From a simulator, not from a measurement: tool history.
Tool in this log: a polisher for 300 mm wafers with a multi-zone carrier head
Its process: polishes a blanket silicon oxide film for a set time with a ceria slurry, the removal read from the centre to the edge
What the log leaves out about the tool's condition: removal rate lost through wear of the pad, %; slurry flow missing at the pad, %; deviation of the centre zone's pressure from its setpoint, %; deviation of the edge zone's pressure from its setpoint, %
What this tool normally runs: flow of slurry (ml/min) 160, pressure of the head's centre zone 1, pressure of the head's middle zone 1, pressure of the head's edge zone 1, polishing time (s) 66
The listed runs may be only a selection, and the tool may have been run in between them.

run,hour,flow of slurry (ml/min),pressure of the head's centre zone,pressure of the head's middle zone,pressure of the head's edge zone,polishing time (s),wafers since the last listed run,wafers polished on this pad,hours since the slurry nozzle was cleaned,hours since the centre zone pressure was calibrated,hours since the edge zone pressure was calibrated,hours since the carrier head's membrane was replaced,"incoming thickness of the incoming film, nm",film removed at the wafer's centre (angstrom),film removed at mid-radius (angstrom),film removed at the wafer's edge (angstrom)
1,0,180,0.9,1,1,57,0,3337,145.1,208,213.3,6.5,1608,3211,3434,3283
2,62.2,160,0.9,1,0.94,66,720,4058,207.3,270.2,275.5,68.7,1568.5,3605,3845,3654
3,95.2,160,1,1,1,66,382,4441,240.3,303.2,308.5,101.7,1563.8,3858,3889,3789
4,170.5,205,1.05,1.06,1,66,872,5313,315.6,378.5,383.8,177,1601,4287,4293,3814
5,206.8,160,1,1,1,81,420,5734,351.9,414.8,420.1,213.3,1578,4738,4719,4595
6,267.7,210,1,1,1,66,705,6440,412.8,475.7,481,274.2,1593.3,4073,4028,3921
7,309.5,160,1,0.88,0.91,45,484,6924,454.6,517.5,522.8,316,1596.1,2613,2361,2442
# hour 317.3: worn pad replaced by a new one
8,350.8,110,1,1.07,1.04,82,432,388,495.9,558.8,564.1,357.3,1588,4239,4484,4419
# hour 391.2: edge zone pressure recalibrated
9,418.5,160,1,1,1,66,761,1149,563.6,626.5,27.3,425,1567.5,3767,3828,3717
# hour 422.4: centre zone pressure recalibrated
# hour 448.1: slurry nozzle cleaned
10,467.6,160,1,1,0.89,66,534,1684,19.5,45.2,76.4,474.1,1608.2,3910,3903,3574
11,499.6,160,1,1.1,0.96,50,370,2055,51.5,77.2,108.4,506.1,1604.1,2972,3193,2833
12,553.4,160,1.09,0.89,1,66,623,2678,105.3,131,162.2,559.9,1600.1,4185,3480,3753
13,620.4,160,1,1,1,75,776,3454,172.3,198,229.2,626.9,1579.2,4393,4480,4252
# hour 630.1: carrier head's membrane replaced by a new one
14,814.6,175,1.05,1,0.96,83,2192,5647,366.5,392.2,423.4,184.5,1595.3,5164,4915,4711
15,881.9,160,1,1,1,66,779,6427,433.8,459.5,490.7,251.8,1592.5,3895,3812,3686
# hour 893.7: edge zone pressure recalibrated
# hour 921.5: worn pad replaced by a new one
16,952.3,160,1,1,1,66,746,357,504.2,529.9,58.6,322.2,1568.3,3789,3816,3752
17,1023.5,160,1,1,1,86,825,1182,575.4,601.1,129.8,393.4,1599,4933,5053,4840
# hour 1059.4: slurry nozzle cleaned
# hour 1169.1: centre zone pressure recalibrated
18,1202.8,160,1,1,1.06,66,2043,3225,143.4,33.7,309.1,572.7,1589.8,3892,3943,3835
# hour 1213.4: carrier head's membrane replaced by a new one
19,1247.8,160,1,1,1,66,463,3689,188.4,78.7,354.1,34.4,1583.6,3876,3826,3822
20,1457.7,160,1,1,0.96,66,2432,6121,398.3,288.6,564,244.3,1573.8,3857,3865,3690
21,1490,160,1,1.05,1,76,374,6495,430.6,320.9,596.3,276.6,1590.7,4459,4595,4283
# hour 1507.1: worn pad replaced by a new one
# hour 1519.4: edge zone pressure recalibrated
22,1546.3,190,1,1.08,1,66,582,431,486.9,377.2,26.9,332.9,1588.6,4027,4192,3864

Each row is a separate what-if for the run after 22, all from the same tool condition, not one after another. Results?
A,1546.7,160,1,1.08,1,66,4,435,487.3,377.6,27.3,333.3,1562.2,?,?,?
B,1546.7,160,1.04,1,0.88,79,4,435,487.3,377.6,27.3,333.3,1562.2,?,?,?
C,1546.7,120,1,0.96,0.92,66,4,435,487.3,377.6,27.3,333.3,1562.2,?,?,?
D,1546.7,160,1,1,1,44,4,435,487.3,377.6,27.3,333.3,1562.2,?,?,?

run,film removed at the wafer's centre (angstrom),film removed at mid-radius (angstrom),film removed at the wafer's edge (angstrom)
A,3878,4061,3729
B,4782,4553,4208
C,3558,3410,3407
D,2584,2536,2488
With no hidden state in the tool, these same runs would have given:
run,film removed at the wafer's centre (angstrom),film removed at mid-radius (angstrom),film removed at the wafer's edge (angstrom)
A,3972,4148,3786
B,4898,4651,4273
C,3677,3510,3475
D,2646,2590,2527
